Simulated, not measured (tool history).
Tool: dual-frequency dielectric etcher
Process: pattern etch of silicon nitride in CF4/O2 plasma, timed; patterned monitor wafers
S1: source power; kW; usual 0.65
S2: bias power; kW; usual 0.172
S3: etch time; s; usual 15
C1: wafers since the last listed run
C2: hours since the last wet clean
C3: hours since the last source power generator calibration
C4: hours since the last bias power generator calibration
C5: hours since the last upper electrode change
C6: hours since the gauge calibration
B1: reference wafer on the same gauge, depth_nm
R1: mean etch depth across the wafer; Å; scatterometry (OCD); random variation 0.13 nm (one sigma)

run   hour    S1     S2    S3    C1     C2      C3      C4      C5     C6     B1     R1
  1      0  0.65  0.172    15     0  178.1  5220.5  4209.2  4623.8  575.5  28.97  354.2
  2   44.1  0.65  0.172    18   417  222.2  5264.6  4253.3  4667.9  619.6  28.94  428.9
  3   70.4  0.65  0.172    15   249  248.5  5290.9  4279.6  4694.2  645.9  28.89  353.3
  4  129.9  0.65  0.172    15   563    308  5350.4  4339.1  4753.7  705.4  28.87  353.1
  5  154.3  0.65  0.172    15   231  332.4  5374.8  4363.5  4778.1  729.8  28.83  349.9
  6  183.2  0.65  0.172    15   273  361.3  5403.7  4392.4    4807  758.7  28.77    351
  7  244.1  0.65  0.172    15   577  422.2  5464.6  4453.3  4867.9  819.6  28.72  351.6
     299.5  -- bias power generator calibrated
     310.2  -- source power generator calibrated
  8  328.3  0.65  0.172    15   722  506.4    18.1    28.8  4952.1  903.8  28.63  352.1
  9    365  0.65  0.172    15   347  543.1    54.8    65.5  4988.8  940.5  28.57    349
     369.8  -- gauge calibrated
     402.8  -- wet clean of the chamber
 10  528.1  0.65  0.147  13.5  1318  125.3   217.9   228.6  5151.9  158.3  29.48  302.4
 11    556   0.5   0.16  18.5   264  153.2   245.8   256.5  5179.8  186.2  29.46  323.6
     581.2  -- upper electrode replaced
 12  588.6  0.65  0.172    15    81  185.8   278.4   289.1     7.4  218.8  29.45  360.7
 13  653.3  0.65  0.172    15   613  250.5   343.1   353.8    72.1  283.5  29.36  360.7
 14  695.9  0.65  0.194    15   403  293.1   385.7   396.4   114.7  326.1  29.32    381
 15  751.4  0.65  0.172    15   525  348.6   441.2   451.9   170.2  381.6  29.25  360.6
 16  790.1  0.65  0.151    15   366  387.3   479.9   490.6   208.9  420.3  29.22  339.7
 17  827.1  0.65  0.193    15   350  424.3   516.9   527.6   245.9  457.3  29.21  376.9
 18  860.4  0.65  0.172    15   315  457.6   550.2   560.9   279.2  490.6  29.13    356
 19  913.3  0.65  0.132    13   501  510.5   603.1   613.8   332.1  543.5  29.03  275.5

Forecast each of these 3 alternatives for the next run:
  A  913.7  0.51  0.172  15   3  510.9  603.5  614.2  332.5  543.9   ?   ?
  B  913.7   0.5  0.187  19   3  510.9  603.5  614.2  332.5  543.9   ?   ?
  C  913.7  0.74  0.172  15   3  510.9  603.5  614.2  332.5  543.9   ?   ?

run     B1     R1
  A  29.04  273.5
  B  29.04  352.2
  C  29.04  406.1
Without the tool's hidden state the same runs would have given:
run     R1
  A  279.4
  B  359.8
  C  414.9
